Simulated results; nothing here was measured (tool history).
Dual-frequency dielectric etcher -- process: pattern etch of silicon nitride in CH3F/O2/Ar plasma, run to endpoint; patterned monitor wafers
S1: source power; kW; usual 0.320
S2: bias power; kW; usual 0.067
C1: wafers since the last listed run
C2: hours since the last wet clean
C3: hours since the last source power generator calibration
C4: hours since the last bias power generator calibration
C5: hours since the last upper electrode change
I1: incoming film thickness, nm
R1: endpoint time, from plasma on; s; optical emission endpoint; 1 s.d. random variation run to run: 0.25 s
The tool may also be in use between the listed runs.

{"run": 1, "hour": 0.0, "S1": 0.34, "S2": 0.071, "C1": 0, "C2": 98.2, "C3": 4730.6, "C4": 1658.2, "C5": 3594.8, "I1": 32.5, "R1": 56.2}
{"run": 2, "hour": 33.8, "S1": 0.34, "S2": 0.071, "C1": 383, "C2": 132.0, "C3": 4764.4, "C4": 1692.0, "C5": 3628.6, "I1": 32.67, "R1": 56.9}
{"run": 3, "hour": 60.1, "S1": 0.32, "S2": 0.067, "C1": 298, "C2": 158.3, "C3": 4790.7, "C4": 1718.3, "C5": 3654.9, "I1": 32.82, "R1": 59.2}
{"run": 4, "hour": 78.7, "S1": 0.32, "S2": 0.067, "C1": 211, "C2": 176.9, "C3": 4809.3, "C4": 1736.9, "C5": 3673.5, "I1": 32.77, "R1": 59.2}
{"run": 5, "hour": 94.4, "S1": 0.32, "S2": 0.067, "C1": 178, "C2": 192.6, "C3": 4825.0, "C4": 1752.6, "C5": 3689.2, "I1": 32.86, "R1": 59.3}
{"run": 6, "hour": 113.6, "S1": 0.32, "S2": 0.067, "C1": 218, "C2": 211.8, "C3": 4844.2, "C4": 1771.8, "C5": 3708.4, "I1": 33.15, "R1": 59.6}
{"run": 7, "hour": 132.0, "S1": 0.32, "S2": 0.067, "C1": 209, "C2": 230.2, "C3": 4862.6, "C4": 1790.2, "C5": 3726.8, "I1": 32.99, "R1": 59.6}
{"run": 8, "hour": 153.3, "S1": 0.32, "S2": 0.067, "C1": 241, "C2": 251.5, "C3": 4883.9, "C4": 1811.5, "C5": 3748.1, "I1": 32.87, "R1": 59.7}
{"run": 9, "hour": 208.4, "S1": 0.32, "S2": 0.067, "C1": 625, "C2": 306.6, "C3": 4939.0, "C4": 1866.6, "C5": 3803.2, "I1": 33.11, "R1": 60.4}
{"hour": 274.2, "done": "upper electrode replaced"}
{"run": 10, "hour": 314.3, "S1": 0.32, "S2": 0.067, "C1": 930, "C2": 412.5, "C3": 5044.9, "C4": 1972.5, "C5": 40.1, "I1": 33.32, "R1": 60.9}
{"hour": 355.4, "done": "wet clean of the chamber"}
{"run": 11, "hour": 355.9, "S1": 0.32, "S2": 0.057, "C1": 199, "C2": 0.5, "C3": 5086.5, "C4": 2014.1, "C5": 81.7, "I1": 33.28, "R1": 61.7}
{"run": 12, "hour": 356.2, "S1": 0.32, "S2": 0.057, "C1": 3, "C2": 0.8, "C3": 5086.8, "C4": 2014.4, "C5": 82.0, "I1": 32.84, "R1": 60.9}
{"run": 13, "hour": 371.3, "S1": 0.29, "S2": 0.067, "C1": 171, "C2": 15.9, "C3": 5101.9, "C4": 2029.5, "C5": 97.1, "I1": 32.87, "R1": 60.6}
{"hour": 407.2, "done": "source power generator calibrated"}
{"run": 14, "hour": 407.7, "S1": 0.29, "S2": 0.067, "C1": 368, "C2": 52.3, "C3": 0.5, "C4": 2065.9, "C5": 133.5, "I1": 33.18, "R1": 61.6}
{"run": 15, "hour": 437.3, "S1": 0.37, "S2": 0.078, "C1": 336, "C2": 81.9, "C3": 30.1, "C4": 2095.5, "C5": 163.1, "I1": 32.82, "R1": 53.5}
{"run": 16, "hour": 471.7, "S1": 0.32, "S2": 0.076, "C1": 390, "C2": 116.3, "C3": 64.5, "C4": 2129.9, "C5": 197.5, "I1": 33.36, "R1": 57.6}
{"run": 17, "hour": 504.0, "S1": 0.32, "S2": 0.067, "C1": 366, "C2": 148.6, "C3": 96.8, "C4": 2162.2, "C5": 229.8, "I1": 32.95, "R1": 58.9}
{"run": 18, "hour": 523.9, "S1": 0.32, "S2": 0.078, "C1": 226, "C2": 168.5, "C3": 116.7, "C4": 2182.1, "C5": 249.7, "I1": 33.23, "R1": 57.6}
{"hour": 532.3, "done": "bias power generator calibrated"}
{"run": 19, "hour": 542.8, "S1": 0.37, "S2": 0.059, "C1": 169, "C2": 187.4, "C3": 135.6, "C4": 10.5, "C5": 268.6, "I1": 32.92, "R1": 57.8}
{"run": 20, "hour": 570.2, "S1": 0.32, "S2": 0.062, "C1": 311, "C2": 214.8, "C3": 163.0, "C4": 37.9, "C5": 296.0, "I1": 33.21, "R1": 60.9}
{"run": 21, "hour": 600.3, "S1": 0.32, "S2": 0.067, "C1": 341, "C2": 244.9, "C3": 193.1, "C4": 68.0, "C5": 326.1, "I1": 32.82, "R1": 59.2}
{"run": 22, "hour": 620.1, "S1": 0.32, "S2": 0.078, "C1": 224, "C2": 264.7, "C3": 212.9, "C4": 87.8, "C5": 345.9, "I1": 33.15, "R1": 57.6}
{"run": 23, "hour": 646.6, "S1": 0.32, "S2": 0.082, "C1": 301, "C2": 291.2, "C3": 239.4, "C4": 114.3, "C5": 372.4, "I1": 32.82, "R1": 56.3}
{"run": 24, "hour": 664.9, "S1": 0.25, "S2": 0.06, "C1": 207, "C2": 309.5, "C3": 257.7, "C4": 132.6, "C5": 390.7, "I1": 33.07, "R1": 67.3}
{"run": 25, "hour": 685.4, "S1": 0.32, "S2": 0.067, "C1": 232, "C2": 330.0, "C3": 278.2, "C4": 153.1, "C5": 411.2, "I1": 32.73, "R1": 59.6}
{"run": 26, "hour": 715.6, "S1": 0.3, "S2": 0.084, "C1": 343, "C2": 360.2, "C3": 308.4, "C4": 183.3, "C5": 441.4, "I1": 32.98, "R1": 58.3}
{"run": 27, "hour": 729.2, "S1": 0.29, "S2": 0.067, "C1": 154, "C2": 373.8, "C3": 322.0, "C4": 196.9, "C5": 455.0, "I1": 32.8, "R1": 61.7}
{"run": 28, "hour": 749.5, "S1": 0.35, "S2": 0.053, "C1": 230, "C2": 394.1, "C3": 342.3, "C4": 217.2, "C5": 475.3, "I1": 33.34, "R1": 62.0}

What the log doesn't show, run by run:
source power that arrives over what is set, %: 0, the same for each run
bias power that arrives over what is set, %: 0, the same for each run
H1: etch rate over this chamber's usual, %
run=1 H1=-0.672
run=2 H1=-0.911
run=3 H1=-1.1
run=4 H1=-1.23
run=5 H1=-1.34
run=6 H1=-1.47
run=7 H1=-1.6
run=8 H1=-1.76
run=9 H1=-2.14
run=10 H1=-2.89
run=11 H1=0.609
run=12 H1=0.607
run=13 H1=0.5
run=14 H1=0.243
run=15 H1=0.0333
run=16 H1=-0.21
run=17 H1=-0.438
run=18 H1=-0.579
run=19 H1=-0.713
run=20 H1=-0.906
run=21 H1=-1.12
run=22 H1=-1.26
run=23 H1=-1.45
run=24 H1=-1.58
run=25 H1=-1.72
run=26 H1=-1.93
run=27 H1=-2.03
run=28 H1=-2.17
